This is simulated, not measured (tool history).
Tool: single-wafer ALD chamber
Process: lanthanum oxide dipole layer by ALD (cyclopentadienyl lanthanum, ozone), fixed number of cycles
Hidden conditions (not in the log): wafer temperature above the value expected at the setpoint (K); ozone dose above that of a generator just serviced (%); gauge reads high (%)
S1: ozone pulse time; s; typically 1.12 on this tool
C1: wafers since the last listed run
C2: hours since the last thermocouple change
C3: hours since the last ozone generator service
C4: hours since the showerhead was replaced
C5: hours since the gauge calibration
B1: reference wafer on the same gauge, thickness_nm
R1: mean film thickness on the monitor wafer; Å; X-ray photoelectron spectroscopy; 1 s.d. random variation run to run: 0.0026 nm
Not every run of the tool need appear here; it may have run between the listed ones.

run,hour,S1,C1,C2,C3,C4,C5,B1,R1
1,0.0,1.12,0,2458.0,864.4,7204.5,239.4,0.514,5.43
2,10.4,1.12,159,2468.4,874.8,7214.9,249.8,0.514,5.42
3,21.9,1.12,176,2479.9,886.3,7226.4,261.3,0.514,5.44
4,29.7,1.12,119,2487.7,894.1,7234.2,269.1,0.514,5.44
5,41.1,1.12,174,2499.1,905.5,7245.6,280.5,0.514,5.42
6,54.2,1.12,200,2512.2,918.6,7258.7,293.6,0.513,5.45
7,62.4,1.12,125,2520.4,926.8,7266.9,301.8,0.514,5.42
8,73.7,1.12,173,2531.7,938.1,7278.2,313.1,0.514,5.42
9,86.7,1.12,199,2544.7,951.1,7291.2,326.1,0.514,5.42
10,100.7,1.12,214,2558.7,965.1,7305.2,340.1,0.514,5.40
11,113.7,1.12,199,2571.7,978.1,7318.2,353.1,0.514,5.43
# hour 133.4: showerhead replaced
12,133.9,1.12,186,2591.9,998.3,0.5,373.3,0.514,5.44
# hour 145.5: ozone generator serviced
13,147.7,1.12,88,2605.7,2.2,14.3,387.1,0.514,5.89
14,165.4,1.12,271,2623.4,19.9,32.0,404.8,0.514,5.86
15,200.2,0.82,532,2658.2,54.7,66.8,439.6,0.514,5.51
16,212.2,0.82,183,2670.2,66.7,78.8,451.6,0.514,5.44
# hour 214.2: gauge calibrated
17,250.6,0.85,588,2708.6,105.1,117.2,36.4,0.514,5.42
18,259.5,0.69,136,2717.5,114.0,126.1,45.3,0.514,5.17
19,270.2,1.12,163,2728.2,124.7,136.8,56.0,0.514,5.75
20,283.0,1.12,196,2741.0,137.5,149.6,68.8,0.514,5.74
# hour 296.9: thermocouple changed; heater temperature recalibrated
21,299.7,1.31,133,2.8,154.2,166.3,85.5,0.514,5.92
22,316.0,1.25,249,19.1,170.5,182.6,101.8,0.514,5.84
23,330.8,1.35,226,33.9,185.3,197.4,116.6,0.514,5.90
24,365.4,0.70,529,68.5,219.9,232.0,151.2,0.514,5.07
25,382.4,1.32,260,85.5,236.9,249.0,168.2,0.514,5.85
26,390.6,1.36,125,93.7,245.1,257.2,176.4,0.514,5.86
27,404.3,1.44,209,107.4,258.8,270.9,190.1,0.513,5.90
28,415.1,0.76,165,118.2,269.6,281.7,200.9,0.514,5.16
29,421.9,0.79,104,125.0,276.4,288.5,207.7,0.514,5.18
30,428.5,0.87,101,131.6,283.0,295.1,214.3,0.514,5.29
31,440.6,1.12,185,143.7,295.1,307.2,226.4,0.513,5.61
32,456.4,0.84,241,159.5,310.9,323.0,242.2,0.514,5.26
33,465.1,1.12,133,168.2,319.6,331.7,250.9,0.514,5.58
34,473.8,1.12,133,176.9,328.3,340.4,259.6,0.514,5.62

Pick out some run-to-run changes in R1. Of each, how much would a tool without hidden state show as well, from the settings, what came in and chance, and how much is left for the hidden state and any gauge scatter not in both results compared?
Run 12 -> 13: ozone generator serviced. R1 +0.45 Å: hidden state +0.45, all else +0.00.
Run 23 -> 24: S1 1.35 -> 0.70. R1 -0.83 Å: hidden state -0.13, all else -0.70.
Run 24 -> 25: S1 0.70 -> 1.32. R1 +0.78 Å: hidden state +0.08, all else +0.70.
Run 27 -> 28: S1 1.44 -> 0.76. R1 -0.74 Å: hidden state -0.11, all else -0.63.

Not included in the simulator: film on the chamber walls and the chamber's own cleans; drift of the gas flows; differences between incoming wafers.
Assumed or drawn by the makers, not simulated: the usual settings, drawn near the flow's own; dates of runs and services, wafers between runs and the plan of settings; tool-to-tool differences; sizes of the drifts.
